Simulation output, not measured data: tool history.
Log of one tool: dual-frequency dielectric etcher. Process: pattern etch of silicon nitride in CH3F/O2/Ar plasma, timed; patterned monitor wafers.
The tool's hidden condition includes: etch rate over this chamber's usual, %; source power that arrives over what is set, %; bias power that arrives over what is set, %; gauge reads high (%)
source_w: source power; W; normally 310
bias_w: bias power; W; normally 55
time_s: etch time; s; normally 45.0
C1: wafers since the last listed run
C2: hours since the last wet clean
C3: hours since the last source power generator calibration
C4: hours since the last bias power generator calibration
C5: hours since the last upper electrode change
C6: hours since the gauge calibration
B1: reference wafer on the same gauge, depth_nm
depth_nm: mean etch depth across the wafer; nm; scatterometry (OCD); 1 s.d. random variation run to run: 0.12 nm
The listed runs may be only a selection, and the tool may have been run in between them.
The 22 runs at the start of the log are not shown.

{"run": 23, "day": 31.217, "source_w": 310, "bias_w": 55, "time_s": 45.0, "C1": 306, "C2": 38.3, "C3": 395.7, "C4": 242.6, "C5": 198.8, "C6": 467.3, "B1": 23.44, "depth_nm": 25.78}
{"run": 24, "day": 32.092, "source_w": 310, "bias_w": 55, "time_s": 45.0, "C1": 170, "C2": 59.3, "C3": 416.7, "C4": 263.6, "C5": 219.8, "C6": 488.3, "B1": 23.42, "depth_nm": 25.5}
{"run": 25, "day": 33.083, "source_w": 310, "bias_w": 61, "time_s": 45.0, "C1": 192, "C2": 83.1, "C3": 440.5, "C4": 287.4, "C5": 243.6, "C6": 512.1, "B1": 23.39, "depth_nm": 26.56}
{"run": 26, "day": 33.983, "source_w": 340, "bias_w": 51, "time_s": 37.0, "C1": 174, "C2": 104.7, "C3": 462.1, "C4": 309.0, "C5": 265.2, "C6": 533.7, "B1": 23.43, "depth_nm": 21.3}
{"day": 34.996, "done": "gauge calibrated"}
{"run": 27, "day": 35.125, "source_w": 360, "bias_w": 66, "time_s": 54.0, "C1": 221, "C2": 132.1, "C3": 489.5, "C4": 336.4, "C5": 292.6, "C6": 3.1, "B1": 23.37, "depth_nm": 34.66}
{"run": 28, "day": 35.892, "source_w": 280, "bias_w": 47, "time_s": 39.5, "C1": 149, "C2": 150.5, "C3": 507.9, "C4": 354.8, "C5": 311.0, "C6": 21.5, "B1": 23.38, "depth_nm": 20.78}
{"run": 29, "day": 37.275, "source_w": 290, "bias_w": 62, "time_s": 45.0, "C1": 268, "C2": 183.7, "C3": 541.1, "C4": 388.0, "C5": 344.2, "C6": 54.7, "B1": 23.42, "depth_nm": 26.36}
{"run": 30, "day": 38.146, "source_w": 350, "bias_w": 42, "time_s": 56.5, "C1": 169, "C2": 204.6, "C3": 562.0, "C4": 408.9, "C5": 365.1, "C6": 75.6, "B1": 23.4, "depth_nm": 31.21}
{"run": 31, "day": 39.158, "source_w": 350, "bias_w": 46, "time_s": 32.5, "C1": 196, "C2": 228.9, "C3": 586.3, "C4": 433.2, "C5": 389.4, "C6": 99.9, "B1": 23.43, "depth_nm": 18.52}

Below are 3 alternative next runs, each starting from the tool's condition after run 31. Predict each:
{"run": "A", "day": 39.175, "source_w": 310, "bias_w": 59, "time_s": 45.0, "C1": 3, "C2": 229.3, "C3": 586.7, "C4": 433.6, "C5": 389.8, "C6": 100.3, "B1": "?", "depth_nm": "?"}
{"run": "B", "day": 39.175, "source_w": 270, "bias_w": 55, "time_s": 36.5, "C1": 3, "C2": 229.3, "C3": 586.7, "C4": 433.6, "C5": 389.8, "C6": 100.3, "B1": "?", "depth_nm": "?"}
{"run": "C", "day": 39.175, "source_w": 340, "bias_w": 50, "time_s": 49.0, "C1": 3, "C2": 229.3, "C3": 586.7, "C4": 433.6, "C5": 389.8, "C6": 100.3, "B1": "?", "depth_nm": "?"}

run=A B1=23.39 depth_nm=26.64
run=B B1=23.39 depth_nm=20.04
run=C B1=23.39 depth_nm=28.36
Stripped of hidden state, with their random variation kept, the same runs would have yielded:
run=A depth_nm=26.18
run=B depth_nm=19.69
run=C depth_nm=27.87
